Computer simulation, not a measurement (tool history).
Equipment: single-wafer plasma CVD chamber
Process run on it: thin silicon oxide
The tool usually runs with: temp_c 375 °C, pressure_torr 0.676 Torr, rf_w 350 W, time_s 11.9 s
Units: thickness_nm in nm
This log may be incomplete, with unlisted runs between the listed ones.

run	hour	temp_c	pressure_torr	rf_w	time_s	read-back reference wafer on the same gauge, thickness_nm	thickness_nm
1	0.0	375	0.793	350	11.9	20.111	22.220
2	23.7	375	0.793	350	11.9	20.074	21.975
3	55.8	375	0.793	350	11.9	20.108	21.967
4	76.6	375	0.676	350	11.9	20.080	18.797
5	181.4	375	0.676	350	11.9	20.115	18.668
6	200.8	375	0.676	350	11.9	20.093	18.658
7	218.4	375	0.676	350	11.9	20.070	18.663
# hour 231.8: RF generator calibrated
8	238.0	375	0.676	350	11.9	20.124	18.712
9	272.3	375	0.676	350	11.9	20.095	18.625
# hour 288.3: thermocouple changed; heater temperature recalibrated
10	298.7	375	0.676	350	11.9	20.102	18.684
11	328.5	375	0.676	350	11.9	20.099	18.617
# hour 350.5: capacitance manometer re-zeroed and calibrated
12	367.3	375	0.676	350	11.9	20.094	17.723
# hour 381.7: gauge calibrated
13	383.8	375	0.748	350	11.9	20.130	19.474
14	419.6	375	0.793	350	11.9	20.061	20.803
15	451.5	364	0.676	350	11.9	20.089	17.631
16	466.9	382	0.821	350	13.3	20.071	23.682
17	488.2	375	0.676	350	11.9	20.100	17.555
18	505.9	375	0.826	370	11.9	20.115	21.940
# hour 523.0: capacitance manometer re-zeroed and calibrated, repeated, since the last time left the tool worse
# hour 535.3: showerhead replaced
19	536.8	375	0.676	350	11.9	20.054	19.344
20	570.9	384	0.676	350	11.9	20.087	19.316
21	584.6	375	0.676	350	11.9	20.080	19.419
22	603.3	375	0.676	350	13.3	20.107	21.690
23	616.5	375	0.676	410	11.9	20.087	20.718
24	638.1	361	0.676	350	11.9	20.111	19.485
25	658.9	367	0.676	325	13.6	20.085	21.494
26	684.9	383	0.730	405	12.8	20.091	23.523
27	712.4	375	0.676	350	11.9	20.117	19.364
28	741.6	383	0.676	285	11.0	20.106	16.242

Alternative continuations, all from the tool just after run 28; predict every row:
A	742.0	375	0.676	350	11.9	?	?
B	742.0	383	0.594	350	13.3	?	?
C	742.0	375	0.676	410	11.0	?	?
D	742.0	375	0.676	385	13.8	?	?

run	read-back reference wafer on the same gauge, thickness_nm	thickness_nm
A	20.096	19.290
B	20.096	18.807
C	20.096	18.957
D	20.096	23.205
Stripped of hidden state, with their random variation kept, the same runs would have yielded:
run	thickness_nm
A	19.551
B	19.062
C	19.214
D	23.519

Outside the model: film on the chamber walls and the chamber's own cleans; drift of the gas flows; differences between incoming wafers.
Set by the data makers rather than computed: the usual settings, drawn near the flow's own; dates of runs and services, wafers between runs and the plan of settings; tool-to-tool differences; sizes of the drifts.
